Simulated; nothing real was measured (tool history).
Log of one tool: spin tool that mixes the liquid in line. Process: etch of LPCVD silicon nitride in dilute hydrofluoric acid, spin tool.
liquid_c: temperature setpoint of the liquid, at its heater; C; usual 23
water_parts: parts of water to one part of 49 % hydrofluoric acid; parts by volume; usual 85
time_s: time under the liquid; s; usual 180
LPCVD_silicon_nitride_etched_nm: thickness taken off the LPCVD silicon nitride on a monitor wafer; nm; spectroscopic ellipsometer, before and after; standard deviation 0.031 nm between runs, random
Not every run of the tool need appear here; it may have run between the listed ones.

run    hour  liquid_c  water_parts  time_s  read-back film thickness of the LPCVD silicon nitride reference wafer, read on the same gauge (nm)  LPCVD_silicon_nitride_etched_nm
  1       0      26.5           85     180                                                                                             119.997                            1.261
  2    87.2      26.5           85     180                                                                                             119.991                            1.152
  3   135.5      26.5           85     180                                                                                             120.004                            1.278
  4   230.2      25.5           85     180                                                                                             120.001                            1.164
  5   267.5      25.5           85     180                                                                                             120.007                            1.143
  6   353.5      25.5           85     180                                                                                             119.977                            1.129
  7   414.2        23           85     180                                                                                             119.999                            0.938
  8   632.2        23           70     235                                                                                             119.995                            1.338
      670.9  -- hydrofluoric acid flow meter replaced
  9   715.2        23           85     180                                                                                             119.984                            0.972
 10   807.8        23           85     180                                                                                             119.994                            1.047
      838.1  -- gauge calibrated
 11   959.2        23           85     180                                                                                              119.99                            1.024
     1008.8  -- thermometer replaced
 12  1062.9        23          100     180                                                                                             119.981                            0.837
 13  1167.1        23          100     180                                                                                             119.999                            0.809
 14  1203.5        23           65     100                                                                                             120.022                            0.686
 15  1240.7        23           70     135                                                                                             119.996                            0.893
 16  1308.8        23          100     245                                                                                             119.985                            1.086
 17    1380        23           75     280                                                                                             120.014                            1.649
 18  1448.4        23          110     180                                                                                             120.007                             0.73
 19  1507.2      21.5           55     180                                                                                             120.026                            1.347
 20  1570.8        23           85     180                                                                                             119.984                            0.895
 21  1665.7        18           60     180                                                                                             120.014                            0.954
       1678  -- hydrofluoric acid flow meter replaced
 22  1741.8        23           85     180                                                                                             119.993                            1.076
 23    1804        27           85     180                                                                                             120.009                            1.255
 24  1875.5      24.5          115     240                                                                                             119.999                            1.147
 25  1935.3        23           85     180                                                                                             120.007                            0.996
 26  2004.9        21          110     180                                                                                             120.022                             0.64

What if the next run were any one of these 5? Each begins from the tool's condition after run 26:
  A  2005.4        23           85     180                                                                                                   ?                                ?
  B  2005.4        19           50     180                                                                                                   ?                                ?
  C  2005.4      27.5           85     145                                                                                                   ?                                ?
  D  2005.4        26           85     180                                                                                                   ?                                ?
  E  2005.4        28          115     240                                                                                                   ?                                ?

run  read-back film thickness of the LPCVD silicon nitride reference wafer, read on the same gauge (nm)  LPCVD_silicon_nitride_etched_nm
  A                                                                                             120.001                            0.992
  B                                                                                             120.001                            1.268
  C                                                                                             120.001                            1.074
  D                                                                                             120.001                            1.209
  E                                                                                             120.001                            1.356
The same runs, with their run-to-run variation unchanged, on a tool lacking any hidden condition would have given:
run  LPCVD_silicon_nitride_etched_nm
  A                            1.042
  B                             1.33
  C                            1.128
  D                             1.27
  E                            1.425
